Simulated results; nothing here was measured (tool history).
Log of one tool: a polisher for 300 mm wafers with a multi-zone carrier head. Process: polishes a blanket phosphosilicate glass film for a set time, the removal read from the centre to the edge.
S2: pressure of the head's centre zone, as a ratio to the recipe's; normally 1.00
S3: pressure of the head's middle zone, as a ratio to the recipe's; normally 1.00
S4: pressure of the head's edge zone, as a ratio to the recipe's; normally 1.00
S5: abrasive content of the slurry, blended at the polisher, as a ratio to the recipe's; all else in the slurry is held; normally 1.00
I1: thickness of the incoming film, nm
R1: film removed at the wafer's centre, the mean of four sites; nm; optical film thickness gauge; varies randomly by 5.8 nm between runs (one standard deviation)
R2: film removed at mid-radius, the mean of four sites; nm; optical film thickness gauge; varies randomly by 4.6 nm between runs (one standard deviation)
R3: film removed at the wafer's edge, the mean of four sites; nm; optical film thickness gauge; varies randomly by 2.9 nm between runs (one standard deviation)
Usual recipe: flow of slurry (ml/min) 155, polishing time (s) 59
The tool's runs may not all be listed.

run 1 hour=0.0 | flow_of_slurry_(ml/min)=155 S2=1.00 S3=1.00 S4=1.00 S5=1.00 polishing_time_(s)=46 | I1=4647.8 | R1=343.7 R2=311.1 R3=317.3
run 2 hour=42.6 | flow_of_slurry_(ml/min)=155 S2=1.00 S3=1.00 S4=1.08 S5=1.00 polishing_time_(s)=59 | I1=4586.5 | R1=435.3 R2=397.4 R3=422.5
run 3 hour=95.3 | flow_of_slurry_(ml/min)=155 S2=1.00 S3=0.90 S4=1.00 S5=1.00 polishing_time_(s)=59 | I1=4628.8 | R1=445.7 R2=376.9 R3=403.1
run 4 hour=134.1 | flow_of_slurry_(ml/min)=155 S2=1.00 S3=1.05 S4=1.06 S5=1.00 polishing_time_(s)=59 | I1=4719.2 | R1=385.7 R2=408.3 R3=418.7
run 5 hour=203.6 | flow_of_slurry_(ml/min)=155 S2=1.00 S3=1.00 S4=0.95 S5=1.00 polishing_time_(s)=59 | I1=4610.5 | R1=386.5 R2=394.1 R3=395.1
run 6 hour=232.3 | flow_of_slurry_(ml/min)=210 S2=1.00 S3=1.00 S4=0.89 S5=0.90 polishing_time_(s)=80 | I1=4592.7 | R1=537.6 R2=534.6 R3=518.1
run 7 hour=287.8 | flow_of_slurry_(ml/min)=155 S2=1.00 S3=1.00 S4=1.00 S5=1.25 polishing_time_(s)=59 | I1=4597.8 | R1=414.4 R2=434.4 R3=439.8
run 8 hour=352.1 | flow_of_slurry_(ml/min)=155 S2=1.00 S3=1.00 S4=1.00 S5=1.00 polishing_time_(s)=59 | I1=4691.9 | R1=384.6 R2=382.6 R3=390.2
run 9 hour=381.3 | flow_of_slurry_(ml/min)=155 S2=1.00 S3=1.00 S4=1.00 S5=1.00 polishing_time_(s)=59 | I1=4607.3 | R1=392.0 R2=377.9 R3=393.8
run 10 hour=412.6 | flow_of_slurry_(ml/min)=170 S2=1.00 S3=1.00 S4=1.00 S5=1.00 polishing_time_(s)=59 | I1=4667.6 | R1=396.1 R2=393.3 R3=396.3
run 11 hour=461.3 | flow_of_slurry_(ml/min)=155 S2=1.00 S3=1.00 S4=1.00 S5=1.00 polishing_time_(s)=59 | I1=4592.1 | R1=383.4 R2=367.0 R3=387.6
run 12 hour=506.9 | flow_of_slurry_(ml/min)=155 S2=1.00 S3=1.00 S4=1.00 S5=1.00 polishing_time_(s)=59 | I1=4579.0 | R1=387.9 R2=380.3 R3=384.6
run 13 hour=546.8 | flow_of_slurry_(ml/min)=170 S2=1.00 S3=1.00 S4=1.03 S5=1.30 polishing_time_(s)=76 | I1=4675.1 | R1=541.1 R2=551.0 R3=575.9
run 14 hour=597.1 | flow_of_slurry_(ml/min)=155 S2=1.00 S3=0.90 S4=1.00 S5=1.00 polishing_time_(s)=59 | I1=4577.0 | R1=360.6 R2=333.2 R3=381.8
run 15 hour=658.0 | flow_of_slurry_(ml/min)=155 S2=0.93 S3=1.00 S4=1.00 S5=1.00 polishing_time_(s)=59 | I1=4585.8 | R1=331.2 R2=358.5 R3=373.2
run 16 hour=729.5 | flow_of_slurry_(ml/min)=110 S2=0.88 S3=1.00 S4=1.00 S5=1.20 polishing_time_(s)=47 | I1=4641.5 | R1=224.1 R2=253.2 R3=289.6
run 17 hour=767.3 | flow_of_slurry_(ml/min)=155 S2=1.00 S3=1.00 S4=1.00 S5=1.00 polishing_time_(s)=59 | I1=4584.5 | R1=354.9 R2=342.3 R3=368.0
run 18 hour=807.1 | flow_of_slurry_(ml/min)=155 S2=1.00 S3=1.11 S4=1.00 S5=0.85 polishing_time_(s)=59 | I1=4609.9 | R1=322.9 R2=339.8 R3=336.7
run 19 hour=857.7 | flow_of_slurry_(ml/min)=155 S2=1.00 S3=1.00 S4=1.03 S5=1.00 polishing_time_(s)=59 | I1=4583.9 | R1=430.1 R2=399.4 R3=411.8
run 20 hour=902.2 | flow_of_slurry_(ml/min)=180 S2=1.00 S3=1.00 S4=1.00 S5=1.00 polishing_time_(s)=59 | I1=4650.5 | R1=447.5 R2=413.4 R3=420.4
run 21 hour=960.0 | flow_of_slurry_(ml/min)=130 S2=1.00 S3=1.00 S4=0.97 S5=1.00 polishing_time_(s)=68 | I1=4698.6 | R1=443.1 R2=429.6 R3=448.0

Not shown here: 11 entries made in the log between runs. Locate each between two listed runs and compare the hidden state at the listed run before it with the hidden state at the listed run after it:
Logged between run 1 and run 2: worn pad replaced by a new one (hour 31.7)
  slurry flow missing at the pad, %: 5.08 -> 7.22; deviation of the centre zone's pressure from its setpoint, %: 11.1 -> 12.1
  difference, measured minus the result without the unlogged condition, R1: +27.4 -> +35.8 nm; R2: -3.6 -> -6.7 nm; R3: -2.6 -> -4.9 nm
Logged between run 3 and run 4: centre zone pressure recalibrated (hour 101.9)
  slurry flow missing at the pad, %: 9.86 -> 11.8; deviation of the centre zone's pressure from its setpoint, %: 13.4 -> -1.19
  difference, measured minus the result without the unlogged condition, R1: +37.9 -> -16.5 nm; R2: -8.8 -> -11.5 nm; R3: -6.6 -> -8.4 nm
Logged between run 5 and run 6: carrier head's membrane replaced by a new one (hour 231.2)
  slurry flow missing at the pad, %: 15.3 -> 16.7; deviation of the centre zone's pressure from its setpoint, %: 0.511 -> 1.21
  difference, measured minus the result without the unlogged condition, R1: -14.9 -> -12.5 nm; R2: -15.1 -> -16.6 nm; R3: -10.7 -> -11.8 nm
Logged between run 6 and run 7: edge zone pressure recalibrated (hour 254.0)
  slurry flow missing at the pad, %: 16.7 -> 19.5; deviation of the centre zone's pressure from its setpoint, %: 1.21 -> 2.57
  difference, measured minus the result without the unlogged condition, R1: -12.5 -> -14.4 nm; R2: -16.6 -> -22.6 nm; R3: -11.8 -> -16.2 nm
Logged between run 9 and run 10: worn pad replaced by a new one (hour 412.1)
  slurry flow missing at the pad, %: 24.2 -> 25.8; deviation of the centre zone's pressure from its setpoint, %: 4.85 -> 5.62
  difference, measured minus the result without the unlogged condition, R1: -13.1 -> -10.1 nm; R2: -26.2 -> -27.0 nm; R3: -19.2 -> -19.3 nm
Logged between run 12 and run 13: centre zone pressure recalibrated (hour 522.5)
  slurry flow missing at the pad, %: 30.5 -> 32.5; deviation of the centre zone's pressure from its setpoint, %: 7.92 -> 1.33
  difference, measured minus the result without the unlogged condition, R1: -14.4 -> -52.8 nm; R2: -37.2 -> -53.8 nm; R3: -26.0 -> -39.4 nm
Logged between run 14 and run 15: edge zone pressure recalibrated (hour 599.3)
  slurry flow missing at the pad, %: 35 -> 38.1; deviation of the centre zone's pressure from its setpoint, %: 2.55 -> 4.04
  difference, measured minus the result without the unlogged condition, R1: -41.1 -> -40.2 nm; R2: -40.7 -> -50.8 nm; R3: -32.0 -> -35.8 nm
Logged between run 18 and run 19: slurry nozzle cleaned (hour 821.6); worn pad replaced by a new one (hour 843.2)
  slurry flow missing at the pad, %: 45.6 -> 2.24; deviation of the centre zone's pressure from its setpoint, %: 7.68 -> 8.92
  difference, measured minus the result without the unlogged condition, R1: -49.5 -> +30.0 nm; R2: -68.6 -> -2.1 nm; R3: -44.9 -> -1.4 nm
Logged between run 20 and run 21: edge zone pressure recalibrated (hour 941.6); centre zone pressure recalibrated (hour 941.8)
  slurry flow missing at the pad, %: 4.48 -> 7.38; deviation of the centre zone's pressure from its setpoint, %: 10 -> 1.31
  difference, measured minus the result without the unlogged condition, R1: +33.3 -> -4.7 nm; R2: -3.6 -> -8.6 nm; R3: -2.5 -> -6.3 nm
